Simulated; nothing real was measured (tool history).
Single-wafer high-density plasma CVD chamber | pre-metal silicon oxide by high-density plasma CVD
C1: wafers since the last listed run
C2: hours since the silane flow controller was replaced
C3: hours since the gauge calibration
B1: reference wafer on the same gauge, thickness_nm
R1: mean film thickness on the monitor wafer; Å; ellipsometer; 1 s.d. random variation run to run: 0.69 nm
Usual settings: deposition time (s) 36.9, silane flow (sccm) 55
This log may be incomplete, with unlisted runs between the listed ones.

Run 1, hour 0: usual settings; C1 0; C2 1449.2; C3 247.1; B1 185.054. Result: R1 1858.4 Å.
Run 2, hour 12.5: usual settings; C1 184; C2 1461.7; C3 259.6; B1 184.969. Result: R1 1846.63 Å.
Run 3, hour 29.5: usual settings but silane flow (sccm) 64; C1 251; C2 1478.7; C3 276.6; B1 185.026. Result: R1 2153.54 Å.
Run 4, hour 47.3: usual settings but silane flow (sccm) 64; C1 263; C2 1496.5; C3 294.4; B1 185.242. Result: R1 2169.81 Å.
Run 5, hour 101.4: usual settings but silane flow (sccm) 64; C1 799; C2 1550.6; C3 348.5; B1 184.709. Result: R1 2146.82 Å.
Run 6, hour 125.6: usual settings but silane flow (sccm) 46; C1 357; C2 1574.8; C3 372.7; B1 184.884. Result: R1 1577.24 Å.
Run 7, hour 153.9: usual settings but silane flow (sccm) 46; C1 418; C2 1603.1; C3 401; B1 185.352. Result: R1 1559.53 Å.
Run 8, hour 179.2: usual settings; C1 374; C2 1628.4; C3 426.3; B1 184.904. Result: R1 1862.58 Å.
Run 9, hour 195.5: usual settings; C1 240; C2 1644.7; C3 442.6; B1 185.029. Result: R1 1855.45 Å.
Run 10, hour 224.8: usual settings; C1 433; C2 1674; C3 471.9; B1 185. Result: R1 1874.2 Å.
Run 11, hour 241.3: usual settings; C1 243; C2 1690.5; C3 488.4; B1 184.758. Result: R1 1867.3 Å.
At hour 251.6: gauge calibrated.
Run 12, hour 266.6: usual settings; C1 374; C2 1715.8; C3 15; B1 185.282. Result: R1 1861.79 Å.
Run 13, hour 284.8: usual settings; C1 269; C2 1734; C3 33.2; B1 185.091. Result: R1 1867.45 Å.
Run 14, hour 302.2: usual settings but deposition time (s) 34, silane flow (sccm) 50; C1 257; C2 1751.4; C3 50.6; B1 185.102. Result: R1 1547.52 Å.
Run 15, hour 325.2: usual settings but deposition time (s) 41.2; C1 340; C2 1774.4; C3 73.6; B1 184.916. Result: R1 2070.64 Å.
Run 16, hour 345.4: usual settings but deposition time (s) 39.6; C1 298; C2 1794.6; C3 93.8; B1 184.787. Result: R1 1993.6 Å.
Run 17, hour 380.9: usual settings but deposition time (s) 33.9, silane flow (sccm) 63; C1 524; C2 1830.1; C3 129.3; B1 185.007. Result: R1 1935.66 Å.
At hour 411: silane flow controller replaced.
Run 18, hour 411.3: usual settings but deposition time (s) 34.5, silane flow (sccm) 49; C1 331; C2 0.3; C3 159.7; B1 185.377. Result: R1 1473.03 Å.
Run 19, hour 435.6: usual settings but deposition time (s) 29.7, silane flow (sccm) 60; C1 359; C2 24.6; C3 184; B1 185.151. Result: R1 1546.87 Å.
Run 20, hour 457.7: usual settings; C1 326; C2 46.7; C3 206.1; B1 184.858. Result: R1 1769.04 Å.
Run 21, hour 481.4: usual settings but deposition time (s) 32.7, silane flow (sccm) 60; C1 350; C2 70.4; C3 229.8; B1 185.1. Result: R1 1703.52 Å.
Run 22, hour 512.6: usual settings; C1 461; C2 101.6; C3 261; B1 185.244. Result: R1 1767.42 Å.
Run 23, hour 535: usual settings but silane flow (sccm) 48; C1 331; C2 124; C3 283.4; B1 185.112. Result: R1 1564.79 Å.
Run 24, hour 549.6: usual settings but deposition time (s) 31.2, silane flow (sccm) 61; C1 215; C2 138.6; C3 298; B1 185.066. Result: R1 1653.66 Å.
Run 25, hour 564: usual settings but silane flow (sccm) 45; C1 212; C2 153; C3 312.4; B1 185.156. Result: R1 1474.57 Å.
Run 26, hour 639.6: usual settings but deposition time (s) 31.3, silane flow (sccm) 48; C1 1117; C2 228.6; C3 388; B1 185.162. Result: R1 1335.79 Å.
Run 27, hour 655.8: usual settings; C1 239; C2 244.8; C3 404.2; B1 184.854. Result: R1 1799.17 Å.

Forecast each of these 4 alternatives for the next run:
Run A, hour 656.2: usual settings; C1 5; C2 245.2; C3 404.6; B1 ?. Result: R1 ?.
Run B, hour 656.2: usual settings but silane flow (sccm) 63; C1 5; C2 245.2; C3 404.6; B1 ?. Result: R1 ?.
Run C, hour 656.2: usual settings but deposition time (s) 33.1, silane flow (sccm) 59; C1 5; C2 245.2; C3 404.6; B1 ?. Result: R1 ?.
Run D, hour 656.2: usual settings but deposition time (s) 30.8, silane flow (sccm) 47; C1 5; C2 245.2; C3 404.6; B1 ?. Result: R1 ?.

run       B1       R1
  A  184.877  1796.36
  B  184.877  2049.42
  C  184.877  1724.87
  D  184.877  1288.18
Stripped of hidden state, with their random variation kept, the same runs would have yielded:
run       R1
  A  1751.85
  B  1998.64
  C  1682.13
  D  1256.26
